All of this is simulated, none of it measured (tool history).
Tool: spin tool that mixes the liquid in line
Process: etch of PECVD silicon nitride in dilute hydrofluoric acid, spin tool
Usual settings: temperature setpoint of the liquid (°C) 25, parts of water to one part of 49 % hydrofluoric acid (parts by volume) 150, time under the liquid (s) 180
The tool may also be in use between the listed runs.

| run | hour | temperature setpoint of the liquid (°C) | parts of water to one part of 49 % hydrofluoric acid (parts by volume) | time under the liquid (s) | read-back film thickness of the PECVD silicon nitride reference wafer, read on the same gauge (nm) | thickness taken off the PECVD silicon nitride on a monitor wafer (angstrom) |
|---|---|---|---|---|---|---|
| 1 | 0 | 25 | 150 | 180 | 89.97 | 57 |
| 2 | 41 | 25 | 150 | 180 | 89.95 | 58 |
| 3 | 80.9 | 25 | 150 | 180 | 89.99 | 57.8 |
| 4 | 142.4 | 25 | 150 | 250 | 89.97 | 78.5 |
|  | 152.4 | gauge calibrated |
| 5 | 187.7 | 25 | 150 | 250 | 90.01 | 78.8 |
| 6 | 250.9 | 23 | 150 | 180 | 89.98 | 50.8 |
| 7 | 315.1 | 23 | 150 | 180 | 90 | 51.4 |
| 8 | 353.9 | 23 | 150 | 180 | 89.98 | 51.2 |
| 9 | 388.9 | 28.5 | 150 | 110 | 89.99 | 44.1 |
| 10 | 421.9 | 29.5 | 85 | 70 | 90.03 | 52.8 |
| 11 | 454.1 | 27.5 | 190 | 180 | 89.98 | 53.4 |
| 12 | 484.8 | 27.5 | 90 | 80 | 90.01 | 51.1 |
|  | 489.6 | thermometer replaced |
| 13 | 553.6 | 21.5 | 190 | 210 | 89.99 | 41.3 |
| 14 | 616.8 | 25 | 150 | 180 | 89.98 | 56.1 |
| 15 | 679.9 | 29.5 | 150 | 130 | 90 | 53.9 |
| 16 | 711 | 25 | 150 | 180 | 89.97 | 56.3 |
| 17 | 754.4 | 25 | 150 | 180 | 90.03 | 56.7 |
| 18 | 800.1 | 28.5 | 90 | 180 | 90.01 | 117.5 |
|  | 812 | hydrofluoric acid flow meter replaced |
| 19 | 862.4 | 25 | 100 | 180 | 89.97 | 84.5 |
| 20 | 896.6 | 25 | 150 | 180 | 89.99 | 56.5 |
| 21 | 962.7 | 25 | 105 | 180 | 89.99 | 81.7 |

Run 22 comes next. What will it give?
| 22 | 1001.9 | 27.5 | 150 | 180 | ? | ? |

Run 22 gave read-back film thickness of the PECVD silicon nitride reference wafer, read on the same gauge (nm) 89.97, thickness taken off the PECVD silicon nitride on a monitor wafer (angstrom) 65.9.
Without the tool's hidden state the same run would have given thickness taken off the PECVD silicon nitride on a monitor wafer (angstrom) 65.
